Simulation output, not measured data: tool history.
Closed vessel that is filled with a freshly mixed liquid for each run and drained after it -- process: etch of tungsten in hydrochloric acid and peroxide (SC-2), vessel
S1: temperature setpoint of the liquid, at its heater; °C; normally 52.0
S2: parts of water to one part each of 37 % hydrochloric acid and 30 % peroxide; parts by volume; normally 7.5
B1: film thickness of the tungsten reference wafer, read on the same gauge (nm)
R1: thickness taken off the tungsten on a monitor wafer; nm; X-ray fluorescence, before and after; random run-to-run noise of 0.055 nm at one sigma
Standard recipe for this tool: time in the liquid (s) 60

{"run": 1, "day": 0.0, "S1": 52.0, "S2": 9.0, "time in the liquid (s)": 60, "B1": 68.83, "R1": 9.26}
{"run": 2, "day": 1.804, "S1": 52.0, "S2": 9.0, "time in the liquid (s)": 60, "B1": 68.68, "R1": 9.26}
{"run": 3, "day": 4.129, "S1": 52.0, "S2": 9.0, "time in the liquid (s)": 60, "B1": 68.5, "R1": 9.15}
{"day": 4.95, "done": "chemicals flow meter replaced"}
{"run": 4, "day": 6.85, "S1": 52.0, "S2": 7.5, "time in the liquid (s)": 60, "B1": 68.28, "R1": 10.72}
{"run": 5, "day": 8.733, "S1": 52.0, "S2": 7.5, "time in the liquid (s)": 35, "B1": 68.13, "R1": 6.17}
{"day": 10.262, "done": "new drum of peroxide connected"}
{"run": 6, "day": 10.504, "S1": 52.0, "S2": 7.5, "time in the liquid (s)": 35, "B1": 67.97, "R1": 6.11}
{"run": 7, "day": 14.629, "S1": 52.0, "S2": 7.5, "time in the liquid (s)": 35, "B1": 67.53, "R1": 6.15}
{"run": 8, "day": 17.867, "S1": 52.0, "S2": 6.5, "time in the liquid (s)": 80, "B1": 67.15, "R1": 15.78}
{"run": 9, "day": 19.683, "S1": 47.5, "S2": 7.5, "time in the liquid (s)": 60, "B1": 66.92, "R1": 7.78}
{"day": 22.862, "done": "gauge calibrated"}
{"run": 10, "day": 23.333, "S1": 52.0, "S2": 5.0, "time in the liquid (s)": 60, "B1": 69.97, "R1": 14.9}
{"run": 11, "day": 26.05, "S1": 57.5, "S2": 4.0, "time in the liquid (s)": 60, "B1": 69.97, "R1": 24.61}
{"run": 12, "day": 29.783, "S1": 44.0, "S2": 5.0, "time in the liquid (s)": 60, "B1": 69.9, "R1": 8.63}
{"day": 31.912, "done": "thermometer replaced"}
{"run": 13, "day": 32.008, "S1": 52.0, "S2": 5.0, "time in the liquid (s)": 90, "B1": 69.83, "R1": 22.07}
{"run": 14, "day": 34.888, "S1": 52.0, "S2": 6.0, "time in the liquid (s)": 30, "B1": 69.79, "R1": 6.44}
{"day": 35.017, "done": "chemicals flow meter replaced"}
{"day": 35.529, "done": "new drum of peroxide connected"}
{"run": 15, "day": 36.946, "S1": 44.5, "S2": 8.5, "time in the liquid (s)": 35, "B1": 69.77, "R1": 3.45}
{"run": 16, "day": 41.388, "S1": 49.0, "S2": 7.5, "time in the liquid (s)": 60, "B1": 69.51, "R1": 8.83}
{"run": 17, "day": 45.042, "S1": 52.0, "S2": 7.5, "time in the liquid (s)": 60, "B1": 69.33, "R1": 10.72}
{"run": 18, "day": 46.917, "S1": 52.0, "S2": 7.5, "time in the liquid (s)": 60, "B1": 69.25, "R1": 10.85}

4 options for the next run, each taken on its own from the tool as it stands now. Forecast them:
{"run": "A", "day": 46.946, "S1": 46.0, "S2": 7.5, "time in the liquid (s)": 60, "B1": "?", "R1": "?"}
{"run": "B", "day": 46.946, "S1": 58.0, "S2": 11.5, "time in the liquid (s)": 40, "B1": "?", "R1": "?"}
{"run": "C", "day": 46.946, "S1": 52.0, "S2": 7.5, "time in the liquid (s)": 75, "B1": "?", "R1": "?"}
{"run": "D", "day": 46.946, "S1": 60.5, "S2": 5.0, "time in the liquid (s)": 35, "B1": "?", "R1": "?"}

run=A B1=69.18 R1=7.22
run=B B1=69.18 R1=7.47
run=C B1=69.18 R1=13.50
run=D B1=69.18 R1=14.75
With no hidden state in the tool, these same runs would have given:
run=A R1=7.30
run=B R1=7.55
run=C R1=13.65
run=D R1=14.92
